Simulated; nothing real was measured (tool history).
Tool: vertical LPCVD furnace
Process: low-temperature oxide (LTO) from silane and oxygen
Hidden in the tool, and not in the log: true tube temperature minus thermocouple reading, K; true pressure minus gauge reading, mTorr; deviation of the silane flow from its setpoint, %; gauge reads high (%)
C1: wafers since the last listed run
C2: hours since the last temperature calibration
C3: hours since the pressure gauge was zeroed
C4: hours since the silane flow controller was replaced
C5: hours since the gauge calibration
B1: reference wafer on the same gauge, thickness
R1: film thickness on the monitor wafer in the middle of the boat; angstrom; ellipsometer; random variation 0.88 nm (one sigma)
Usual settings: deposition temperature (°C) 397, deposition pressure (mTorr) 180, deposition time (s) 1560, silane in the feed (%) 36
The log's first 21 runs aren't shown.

{"run": 22, "day": 75.817, "deposition temperature (°C)": 397, "deposition pressure (mTorr)": 150, "deposition time (s)": 1200, "silane in the feed (%)": 39, "C1": 623, "C2": 273.3, "C3": 455.1, "C4": 1537.4, "C5": 562.7, "B1": 171.04, "R1": 1366.9}
{"run": 23, "day": 79.212, "deposition temperature (°C)": 397, "deposition pressure (mTorr)": 180, "deposition time (s)": 1560, "silane in the feed (%)": 36, "C1": 1333, "C2": 354.8, "C3": 536.6, "C4": 1618.9, "C5": 644.2, "B1": 171.14, "R1": 1929.1}
{"run": 24, "day": 81.421, "deposition temperature (°C)": 397, "deposition pressure (mTorr)": 180, "deposition time (s)": 1560, "silane in the feed (%)": 36, "C1": 866, "C2": 407.8, "C3": 589.6, "C4": 1671.9, "C5": 697.2, "B1": 170.84, "R1": 1919.8}
{"run": 25, "day": 85.754, "deposition temperature (°C)": 397, "deposition pressure (mTorr)": 180, "deposition time (s)": 1560, "silane in the feed (%)": 36, "C1": 1701, "C2": 511.8, "C3": 693.6, "C4": 1775.9, "C5": 801.2, "B1": 170.78, "R1": 1936.4}
{"run": 26, "day": 90.088, "deposition temperature (°C)": 391, "deposition pressure (mTorr)": 180, "deposition time (s)": 1560, "silane in the feed (%)": 36, "C1": 1701, "C2": 615.8, "C3": 797.6, "C4": 1879.9, "C5": 905.2, "B1": 170.96, "R1": 1814.3}
{"run": 27, "day": 94.421, "deposition temperature (°C)": 397, "deposition pressure (mTorr)": 160, "deposition time (s)": 1560, "silane in the feed (%)": 36, "C1": 1701, "C2": 719.8, "C3": 901.6, "C4": 1983.9, "C5": 1009.2, "B1": 171.02, "R1": 1731.8}
{"run": 28, "day": 97.067, "deposition temperature (°C)": 397, "deposition pressure (mTorr)": 220, "deposition time (s)": 1560, "silane in the feed (%)": 36, "C1": 1038, "C2": 783.3, "C3": 965.1, "C4": 2047.4, "C5": 1072.7, "B1": 170.92, "R1": 2395.3}
{"run": 29, "day": 98.579, "deposition temperature (°C)": 397, "deposition pressure (mTorr)": 180, "deposition time (s)": 1560, "silane in the feed (%)": 36, "C1": 593, "C2": 819.6, "C3": 1001.4, "C4": 2083.7, "C5": 1109, "B1": 171.13, "R1": 1952.8}
{"run": 30, "day": 105.179, "deposition temperature (°C)": 397, "deposition pressure (mTorr)": 180, "deposition time (s)": 1560, "silane in the feed (%)": 36, "C1": 2591, "C2": 978, "C3": 1159.8, "C4": 2242.1, "C5": 1267.4, "B1": 170.83, "R1": 1962.3}
{"run": 31, "day": 107.871, "deposition temperature (°C)": 407, "deposition pressure (mTorr)": 150, "deposition time (s)": 2040, "silane in the feed (%)": 32, "C1": 1056, "C2": 1042.6, "C3": 1224.4, "C4": 2306.7, "C5": 1332, "B1": 170.98, "R1": 2024.6}

Forecast each of these 4 alternatives for the next run:
{"run": "A", "day": 108.025, "deposition temperature (°C)": 397, "deposition pressure (mTorr)": 180, "deposition time (s)": 1560, "silane in the feed (%)": 36, "C1": 60, "C2": 1046.3, "C3": 1228.1, "C4": 2310.4, "C5": 1335.7, "B1": "?", "R1": "?"}
{"run": "B", "day": 108.025, "deposition temperature (°C)": 397, "deposition pressure (mTorr)": 190, "deposition time (s)": 2190, "silane in the feed (%)": 36, "C1": 60, "C2": 1046.3, "C3": 1228.1, "C4": 2310.4, "C5": 1335.7, "B1": "?", "R1": "?"}
{"run": "C", "day": 108.025, "deposition temperature (°C)": 385, "deposition pressure (mTorr)": 165, "deposition time (s)": 1350, "silane in the feed (%)": 36, "C1": 60, "C2": 1046.3, "C3": 1228.1, "C4": 2310.4, "C5": 1335.7, "B1": "?", "R1": "?"}
{"run": "D", "day": 108.025, "deposition temperature (°C)": 389, "deposition pressure (mTorr)": 140, "deposition time (s)": 1560, "silane in the feed (%)": 41, "C1": 60, "C2": 1046.3, "C3": 1228.1, "C4": 2310.4, "C5": 1335.7, "B1": "?", "R1": "?"}

run=A B1=170.95 R1=1962.8
run=B B1=170.95 R1=2908.5
run=C B1=170.95 R1=1353.5
run=D B1=170.95 R1=1640.5
Without the tool's hidden state the same runs would have given:
run=A R1=1907.5
run=B R1=2826.6
run=C R1=1313.6
run=D R1=1594.6
